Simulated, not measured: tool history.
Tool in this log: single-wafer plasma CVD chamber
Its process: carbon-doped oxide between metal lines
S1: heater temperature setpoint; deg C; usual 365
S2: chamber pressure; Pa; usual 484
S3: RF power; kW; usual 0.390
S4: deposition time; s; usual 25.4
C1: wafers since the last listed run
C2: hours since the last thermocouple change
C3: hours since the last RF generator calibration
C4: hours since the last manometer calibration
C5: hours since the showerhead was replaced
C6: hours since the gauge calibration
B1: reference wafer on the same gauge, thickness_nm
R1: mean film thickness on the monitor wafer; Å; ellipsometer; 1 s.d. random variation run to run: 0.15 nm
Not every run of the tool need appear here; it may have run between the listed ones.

run	hour	S1	S2	S3	S4	C1	C2	C3	C4	C5	C6	B1	R1
1	0.0	365	484	0.390	25.4	0	2057.3	1758.8	1826.7	2834.0	256.9	83.309	929.58
2	27.7	365	484	0.390	25.4	367	2085.0	1786.5	1854.4	2861.7	284.6	83.261	927.94
3	60.8	365	484	0.390	25.4	438	2118.1	1819.6	1887.5	2894.8	317.7	83.263	926.09
4	81.9	365	484	0.390	25.4	279	2139.2	1840.7	1908.6	2915.9	338.8	83.293	924.87
5	107.6	365	484	0.390	25.4	340	2164.9	1866.4	1934.3	2941.6	364.5	83.297	924.94
6	123.7	365	484	0.390	25.4	213	2181.0	1882.5	1950.4	2957.7	380.6	83.315	924.45
7	149.5	365	484	0.390	25.4	342	2206.8	1908.3	1976.2	2983.5	406.4	83.255	923.19
# hour 167.9: capacitance manometer re-zeroed and calibrated
8	175.8	365	484	0.390	25.4	242	2233.1	1934.6	7.9	3009.8	432.7	83.317	921.13
9	209.1	365	484	0.390	25.4	441	2266.4	1967.9	41.2	3043.1	466.0	83.263	921.40
10	238.9	365	484	0.390	25.4	395	2296.2	1997.7	71.0	3072.9	495.8	83.261	922.90
11	266.7	365	484	0.390	25.4	368	2324.0	2025.5	98.8	3100.7	523.6	83.289	921.23
# hour 292.5: gauge calibrated
12	300.8	359	484	0.325	25.4	452	2358.1	2059.6	132.9	3134.8	8.3	83.289	796.34
# hour 309.0: showerhead replaced
# hour 314.8: RF generator calibrated
13	322.0	358	559	0.320	25.4	97	2379.3	7.2	154.1	13.0	29.5	83.269	850.89
# hour 330.0: thermocouple changed; heater temperature recalibrated
14	334.5	357	516	0.440	27.4	59	4.5	19.7	166.6	25.5	42.0	83.348	1182.34
15	356.1	372	484	0.415	25.4	286	26.1	41.3	188.2	47.1	63.6	83.283	1011.24
16	388.5	365	484	0.390	25.4	429	58.5	73.7	220.6	79.5	96.0	83.293	976.13

Run 17 comes next. What will it give?
17	409.0	365	385	0.390	25.4	271	79.0	94.2	241.1	100.0	116.5	?	?

Logged for run 17: B1 83.329, R1 956.65 Å.
Without the tool's hidden state the same run would have given R1 963.30 Å.

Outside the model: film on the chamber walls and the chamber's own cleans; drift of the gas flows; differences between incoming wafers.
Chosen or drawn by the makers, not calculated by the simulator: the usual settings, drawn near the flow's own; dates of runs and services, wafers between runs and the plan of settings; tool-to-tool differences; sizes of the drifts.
